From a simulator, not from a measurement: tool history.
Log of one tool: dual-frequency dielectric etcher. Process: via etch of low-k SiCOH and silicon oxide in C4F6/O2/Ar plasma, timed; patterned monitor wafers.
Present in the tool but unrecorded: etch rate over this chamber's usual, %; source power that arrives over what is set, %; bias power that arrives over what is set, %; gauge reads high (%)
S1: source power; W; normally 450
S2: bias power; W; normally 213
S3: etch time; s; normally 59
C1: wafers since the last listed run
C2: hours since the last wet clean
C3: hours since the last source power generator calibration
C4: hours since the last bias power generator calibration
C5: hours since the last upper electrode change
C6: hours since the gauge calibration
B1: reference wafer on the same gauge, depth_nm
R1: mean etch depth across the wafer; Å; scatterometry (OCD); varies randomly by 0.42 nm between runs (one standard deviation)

run,hour,S1,S2,S3,C1,C2,C3,C4,C5,C6,B1,R1
1,0,450,213,59,0,290.8,3171.5,1793.1,5186.4,147.3,228.1,1931
2,94.5,450,213,59,1316,385.3,3266,1887.6,5280.9,241.8,228,1925
# hour 153.1: wet clean of the chamber
3,171.8,450,193,53,742,18.7,3343.3,1964.9,5358.2,319.1,228,1692
4,260.4,450,193,53,1234,107.3,3431.9,2053.5,5446.8,407.7,228,1680
5,354.5,450,193,53,1311,201.4,3526,2147.6,5540.9,501.8,228.1,1670
# hour 405.3: gauge calibrated
# hour 437.4: bias power generator calibrated
6,449.2,450,228,59,1264,296.1,3620.7,11.8,5635.6,43.9,227.9,1976
# hour 509: source power generator calibrated
7,523.7,450,213,59,982,370.6,14.7,86.3,5710.1,118.4,228.1,1960
8,575.2,450,213,59,717,422.1,66.2,137.8,5761.6,169.9,228.1,1958
# hour 615.6: wet clean of the chamber
9,622.9,450,235,43.5,330,7.3,113.9,185.5,5809.3,217.6,227.9,1512
10,691.6,450,213,59,957,76,182.6,254.2,5878,286.3,227.9,1982
# hour 755.6: upper electrode replaced
11,757.2,370,168,51,579,141.6,248.2,319.8,1.6,351.9,228,1422
12,802.4,450,213,59,629,186.8,293.4,365,46.8,397.1,228,1961
13,875.2,450,161,59,1014,259.6,366.2,437.8,119.6,469.9,228,1766
14,942.3,480,171,71.5,935,326.7,433.3,504.9,186.7,537,228,2255

Run 15 comes next. What will it give?
# hour 957.8: gauge calibrated
# hour 1024.4: wet clean of the chamber
15,1026.8,450,179,46.5,843,2.4,517.8,589.4,271.2,69,?,?

Run 15 gave B1 227.9, R1 1465 Å.
Minus the tool's unlogged condition, the same run would have read R1 1474 Å.
